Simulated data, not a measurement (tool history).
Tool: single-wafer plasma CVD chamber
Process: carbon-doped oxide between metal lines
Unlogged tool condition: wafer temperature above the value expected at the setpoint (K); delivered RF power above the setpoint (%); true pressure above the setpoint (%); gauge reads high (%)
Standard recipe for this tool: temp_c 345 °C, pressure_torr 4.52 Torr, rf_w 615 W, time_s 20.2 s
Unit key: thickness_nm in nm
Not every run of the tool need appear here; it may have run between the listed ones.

run	hour	temp_c	pressure_torr	rf_w	time_s	wafers since the last listed run	hours since the last thermocouple change	hours since the last RF generator calibration	hours since the last manometer calibration	hours since the showerhead was replaced	hours since the gauge calibration	read-back reference wafer on the same gauge, thickness_nm	thickness_nm
1	0	345	4.52	615	18.2	0	1830.5	1860.3	1070.2	6753.9	640.3	125.975	110.327
2	51.3	345	4.52	615	18.2	1180	1881.8	1911.6	1121.5	6805.2	691.6	125.969	110.335
3	116.6	345	4.52	615	18.2	1503	1947.1	1976.9	1186.8	6870.5	756.9	125.921	110.059
4	211	345	4.52	695	18	2173	2041.5	2071.3	1281.2	6964.9	851.3	125.965	117.059
5	248.5	345	4.52	615	19.3	863	2079	2108.8	1318.7	7002.4	888.8	125.906	116.566
6	350.4	345	4.52	615	20.2	2345	2180.9	2210.7	1420.6	7104.3	990.7	125.807	122.52
# hour 398.4: capacitance manometer re-zeroed and calibrated
7	425.9	345	4.52	615	20.2	1553	2256.4	2286.2	27.5	7179.8	1066.2	126.067	122.418
8	489.6	352	4.52	705	20.2	1466	2320.1	2349.9	91.2	7243.5	1129.9	126.13	129.451
# hour 524.8: showerhead replaced
9	536.5	355	3.8	720	17.7	895	2367	2396.8	138.1	11.7	1176.8	126.114	112.952
# hour 620.3: RF generator calibrated
10	620.8	345	4.1	615	20.2	1756	2451.3	0.5	222.4	96	1261.1	126.141	125.465
11	711.8	345	4.52	615	18.7	2094	2542.3	91.5	313.4	187	1352.1	126.137	116.68
# hour 720.5: thermocouple changed; heater temperature recalibrated
# hour 778.5: gauge calibrated
12	781.6	359	4.52	500	16.6	1422	61.1	161.3	383.2	256.8	3.1	125.988	87.152
13	859.9	345	4.19	615	20.2	1802	139.4	239.6	461.5	335.1	81.4	125.971	124.04
14	1172.7	345	4.52	615	20.2	7200	452.2	552.4	774.3	647.9	394.2	125.989	123.585

5 ways to go on from here, each from the tool as it stands after run 14. What would each give?
A	1173.1	345	4.52	615	20.2	9	452.6	552.8	774.7	648.3	394.6	?	?
B	1173.1	345	3.92	730	21.7	9	452.6	552.8	774.7	648.3	394.6	?	?
C	1173.1	345	4.52	615	24.2	9	452.6	552.8	774.7	648.3	394.6	?	?
D	1173.1	345	5.25	615	16.4	9	452.6	552.8	774.7	648.3	394.6	?	?
E	1173.1	345	4.52	615	18.1	9	452.6	552.8	774.7	648.3	394.6	?	?

run	read-back reference wafer on the same gauge, thickness_nm	thickness_nm
A	125.974	124.573
B	125.974	146.159
C	125.974	148.795
D	125.974	103.485
E	125.974	111.831
Take away the tool's hidden state, keep each run's random variation, and the runs would have read:
run	thickness_nm
A	127.913
B	149.995
C	152.785
D	106.26
E	114.829
